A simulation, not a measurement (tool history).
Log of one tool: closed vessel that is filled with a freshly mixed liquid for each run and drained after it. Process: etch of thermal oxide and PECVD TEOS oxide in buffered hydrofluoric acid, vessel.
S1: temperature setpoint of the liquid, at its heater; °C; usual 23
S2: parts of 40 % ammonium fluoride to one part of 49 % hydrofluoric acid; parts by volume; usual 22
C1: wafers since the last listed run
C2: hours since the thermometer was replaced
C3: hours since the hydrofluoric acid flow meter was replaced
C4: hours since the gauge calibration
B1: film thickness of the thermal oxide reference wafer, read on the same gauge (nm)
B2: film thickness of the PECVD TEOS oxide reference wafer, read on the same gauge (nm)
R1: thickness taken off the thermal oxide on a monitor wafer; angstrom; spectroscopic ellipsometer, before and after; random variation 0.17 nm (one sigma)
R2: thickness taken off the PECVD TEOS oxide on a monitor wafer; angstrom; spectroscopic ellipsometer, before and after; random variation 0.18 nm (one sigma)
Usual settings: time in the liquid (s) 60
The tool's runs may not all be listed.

Run 1, hour 0: usual settings; C1 0; C2 396.4; C3 1360; C4 410.8; B1 150.02; B2 110. Result: R1 403.4 angstrom, R2 535.3 angstrom.
Run 2, hour 10.1: usual settings but time in the liquid (s) 70; C1 1203; C2 406.5; C3 1370.1; C4 420.9; B1 149.98; B2 109.94. Result: R1 470.5 angstrom, R2 624 angstrom.
Run 3, hour 26.3: usual settings; C1 1929; C2 422.7; C3 1386.3; C4 437.1; B1 150.01; B2 110.04. Result: R1 403.5 angstrom, R2 530.8 angstrom.
Run 4, hour 35.5: usual settings; C1 1096; C2 431.9; C3 1395.5; C4 446.3; B1 149.99; B2 110.03. Result: R1 406.7 angstrom, R2 533.7 angstrom.
Run 5, hour 41.5: usual settings; C1 714; C2 437.9; C3 1401.5; C4 452.3; B1 150.01; B2 110.03. Result: R1 402 angstrom, R2 535.7 angstrom.
Run 6, hour 49.2: usual settings; C1 917; C2 445.6; C3 1409.2; C4 460; B1 149.99; B2 110. Result: R1 405 angstrom, R2 534 angstrom.
Run 7, hour 65.4: usual settings; C1 1929; C2 461.8; C3 1425.4; C4 476.2; B1 149.99; B2 110.01. Result: R1 406.6 angstrom, R2 536.6 angstrom.
Run 8, hour 73.1: usual settings but S1 18 °C, S2 30 parts by volume, time in the liquid (s) 85; C1 917; C2 469.5; C3 1433.1; C4 483.9; B1 150; B2 110.05. Result: R1 355.6 angstrom, R2 466 angstrom.
Run 9, hour 84.9: usual settings but S1 19.5 °C, S2 19 parts by volume, time in the liquid (s) 45; C1 1405; C2 481.3; C3 1444.9; C4 495.7; B1 150.01; B2 110.03. Result: R1 291.1 angstrom, R2 383.6 angstrom.
Run 10, hour 92: usual settings but S1 18 °C, S2 30 parts by volume, time in the liquid (s) 85; C1 845; C2 488.4; C3 1452; C4 502.8; B1 150; B2 110.01. Result: R1 356.4 angstrom, R2 465.2 angstrom.
Run 11, hour 109.1: usual settings but time in the liquid (s) 90; C1 2037; C2 505.5; C3 1469.1; C4 519.9; B1 150; B2 110.03. Result: R1 612.3 angstrom, R2 812.6 angstrom.
Run 12, hour 124.9: usual settings but S1 21.5 °C, S2 30 parts by volume, time in the liquid (s) 30; C1 1882; C2 521.3; C3 1484.9; C4 535.7; B1 150; B2 110.04. Result: R1 152.8 angstrom, R2 200.1 angstrom.
Run 13, hour 132: usual settings; C1 845; C2 528.4; C3 1492; C4 542.8; B1 150.01; B2 110.03. Result: R1 414.1 angstrom, R2 539.6 angstrom.
At hour 137.1: thermometer replaced.
Run 14, hour 146.4: usual settings; C1 1596; C2 9.3; C3 1506.4; C4 557.2; B1 150.01; B2 110.03. Result: R1 386.7 angstrom, R2 511.5 angstrom.
Run 15, hour 173.6: usual settings but S1 20.5 °C; C1 3240; C2 36.5; C3 1533.6; C4 584.4; B1 150.02; B2 109.98. Result: R1 340.8 angstrom, R2 447.7 angstrom.
Run 16, hour 187.9: usual settings; C1 1703; C2 50.8; C3 1547.9; C4 598.7; B1 150; B2 110.03. Result: R1 390.8 angstrom, R2 518.3 angstrom.
Run 17, hour 194: usual settings but S1 21.5 °C, S2 30 parts by volume, time in the liquid (s) 70; C1 726; C2 56.9; C3 1554; C4 604.8; B1 150; B2 110.03. Result: R1 339.3 angstrom, R2 446.9 angstrom.
At hour 210.2: hydrofluoric acid flow meter replaced.
Run 18, hour 210.7: usual settings but S1 26.5 °C, time in the liquid (s) 70; C1 1870; C2 73.6; C3 0.5; C4 621.5; B1 150; B2 109.99. Result: R1 513.3 angstrom, R2 679.6 angstrom.
Run 19, hour 224.2: usual settings but S1 27.5 °C; C1 1608; C2 87.1; C3 14; C4 635; B1 150.01; B2 110.01. Result: R1 462.9 angstrom, R2 617.8 angstrom.
At hour 224.3: gauge calibrated.
Run 20, hour 238.2: usual settings but S1 19.5 °C, time in the liquid (s) 85; C1 1667; C2 101.1; C3 28; C4 13.9; B1 149.98; B2 109.99. Result: R1 427.4 angstrom, R2 565.2 angstrom.
Run 21, hour 255.7: usual settings; C1 2084; C2 118.6; C3 45.5; C4 31.4; B1 150.01; B2 110.01. Result: R1 369.4 angstrom, R2 486.4 angstrom.
Run 22, hour 266.5: usual settings but S1 24.5 °C, time in the liquid (s) 45; C1 1286; C2 129.4; C3 56.3; C4 42.2; B1 150; B2 110. Result: R1 301 angstrom, R2 394.6 angstrom.
Run 23, hour 273.9: usual settings but S2 17.5 parts by volume, time in the liquid (s) 85; C1 881; C2 136.8; C3 63.7; C4 49.6; B1 150.01; B2 110.01. Result: R1 637.3 angstrom, R2 839.8 angstrom.
Run 24, hour 322.4: usual settings but S1 25 °C, S2 18 parts by volume, time in the liquid (s) 80; C1 5777; C2 185.3; C3 112.2; C4 98.1; B1 150; B2 110.01. Result: R1 654.3 angstrom, R2 869.8 angstrom.
Run 25, hour 334.7: usual settings but S1 19 °C; C1 1465; C2 197.6; C3 124.5; C4 110.4; B1 150; B2 109.97. Result: R1 299.1 angstrom, R2 392.4 angstrom.
Run 26, hour 346.5: usual settings; C1 1405; C2 209.4; C3 136.3; C4 122.2; B1 150.01; B2 110.02. Result: R1 373.3 angstrom, R2 486.7 angstrom.

Forecast each of these 4 alternatives for the next run:
Run A, hour 347.2: usual settings but S1 20 °C; C1 83; C2 210.1; C3 137; C4 122.9; B1 ?; B2 ?. Result: R1 ?, R2 ?.
Run B, hour 347.2: usual settings but S1 24.5 °C, S2 19.5 parts by volume; C1 83; C2 210.1; C3 137; C4 122.9; B1 ?; B2 ?. Result: R1 ?, R2 ?.
Run C, hour 347.2: usual settings but S1 18.5 °C, S2 24.5 parts by volume; C1 83; C2 210.1; C3 137; C4 122.9; B1 ?; B2 ?. Result: R1 ?, R2 ?.
Run D, hour 347.2: usual settings but S1 25.5 °C, time in the liquid (s) 30; C1 83; C2 210.1; C3 137; C4 122.9; B1 ?; B2 ?. Result: R1 ?, R2 ?.

run   B1      B2     R1     R2
  A  150  109.98    313  413.3
  B  150  109.98  440.9  582.2
  C  150  109.98    267  352.6
  D  150  109.98  211.9  279.8
Without the tool's hidden state the same runs would have given:
run     R1     R2
  A  302.6  399.6
  B    425  561.3
  C  258.1  340.8
  D    205  270.7
